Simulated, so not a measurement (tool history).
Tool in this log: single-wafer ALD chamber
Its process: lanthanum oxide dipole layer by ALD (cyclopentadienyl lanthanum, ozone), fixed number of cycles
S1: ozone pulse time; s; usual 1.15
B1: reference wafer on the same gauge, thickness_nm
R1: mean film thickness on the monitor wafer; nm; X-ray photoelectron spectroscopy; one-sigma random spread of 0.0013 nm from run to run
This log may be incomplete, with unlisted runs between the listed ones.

run    hour    S1     B1     R1
  1       0  1.15  0.521  0.502
  2   100.6  1.15  0.521  0.501
  3   398.5  1.15  0.521  0.497
  4   474.6  1.15  0.521  0.495
  5   575.3  1.15  0.521  0.495
  6   655.3  1.15  0.521  0.495
  7   700.4  1.42  0.521  0.529
      722.4  -- ozone generator serviced
  8   752.6  1.42  0.521  0.535
  9   852.1  1.15  0.521  0.503
 10   942.8  1.15  0.521    0.5
 11   983.8  1.41  0.521  0.533
 12  1049.8  1.15  0.521  0.498
 13  1111.7  1.31  0.521  0.518
 14    1403  1.31  0.521  0.519
 15  1495.4  0.91  0.521   0.44
     1538.2  -- thermocouple changed; heater temperature recalibrated
 16  1627.6  1.15  0.521  0.495
     1651.6  -- ozone generator serviced
 17  1725.6     1  0.521  0.476
 18  1787.7  1.15  0.522  0.503
 19  1830.6  0.83  0.521  0.423
     1842.9  -- showerhead replaced
     1875.2  -- gauge calibrated
 20    1883  1.44  0.521  0.535
 21  1930.3  0.81  0.521  0.412
 22  2013.4  0.84  0.521  0.422
 23  2097.1  1.15  0.521  0.496
 24  2161.6   0.9  0.521  0.438
 25  2200.3  0.88  0.521  0.432
 26  2243.8  1.39  0.521  0.527
 27  2319.5   0.9  0.521  0.439
 28  2388.3  1.56  0.521  0.538
     2471.2  -- ozone generator serviced
 29  2477.4  0.75  0.521  0.396
 30  2547.2  1.15  0.521  0.499
 31  2653.2  1.15  0.521  0.498

Measured less the same run without the tool's hidden state. The same run-to-run variation is in both; the gauge's scatter may not be:
The hidden state here: wafer temperature above the value expected at the setpoint (K); ozone dose above that of a generator just serviced (%); gauge reads high (%).
run      R1
  1  -0.005
  2  -0.007
  3  -0.011
  4  -0.012
  5  -0.012
  6  -0.013
  7  -0.009
  8  -0.001
  9  -0.004
 10  -0.006
 11  -0.004
 12  -0.008
 13  -0.007
 14  -0.009
 15  -0.015
 16  -0.012
 17  -0.004
 18  -0.004
 19  -0.008
 20  -0.005
 21  -0.011
 22  -0.013
 23   -0.01
 24  -0.015
 25  -0.015
 26  -0.008
 27  -0.015
 28  -0.006
 29  -0.005
 30  -0.005
 31  -0.008
